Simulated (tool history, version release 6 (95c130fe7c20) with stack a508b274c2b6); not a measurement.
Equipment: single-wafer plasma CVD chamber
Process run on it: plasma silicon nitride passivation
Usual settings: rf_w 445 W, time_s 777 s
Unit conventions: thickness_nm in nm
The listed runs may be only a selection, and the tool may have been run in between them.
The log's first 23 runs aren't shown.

run   hour  rf_w  time_s  read-back reference wafer on the same gauge, thickness_nm  thickness_nm
 24  251.9   445     777                                                   1229.494      1168.411
 25  258.4   475     902                                                   1229.398      1394.015
 26  272.1   445     777                                                   1229.634      1168.341
     278.3  -- gauge calibrated
 27  279.4   370     928                                                   1229.872      1292.646
 28  296.9   495     777                                                   1231.364      1220.215
 29  307.5   415     927                                                   1229.633      1354.471
 30  313.9   475     896                                                   1230.098      1383.215
 31  323.0   415     777                                                   1230.750      1135.213
 32  332.0   445     777                                                   1230.621      1170.826
 33  343.5   400     841                                                   1229.551      1208.962

What if the next run were any one of these 3? Each begins from the tool's condition after run 33:
  A  344.1   445     777                                                          ?             ?
  B  344.1   475     909                                                          ?             ?
  C  344.1   520     914                                                          ?             ?

run  read-back reference wafer on the same gauge, thickness_nm  thickness_nm
  A                                                   1230.153      1168.714
  B                                                   1230.153      1404.350
  C                                                   1230.153      1464.044
Without the tool's hidden state the same runs would have given:
run  thickness_nm
  A      1174.563
  B      1411.378
  C      1471.371
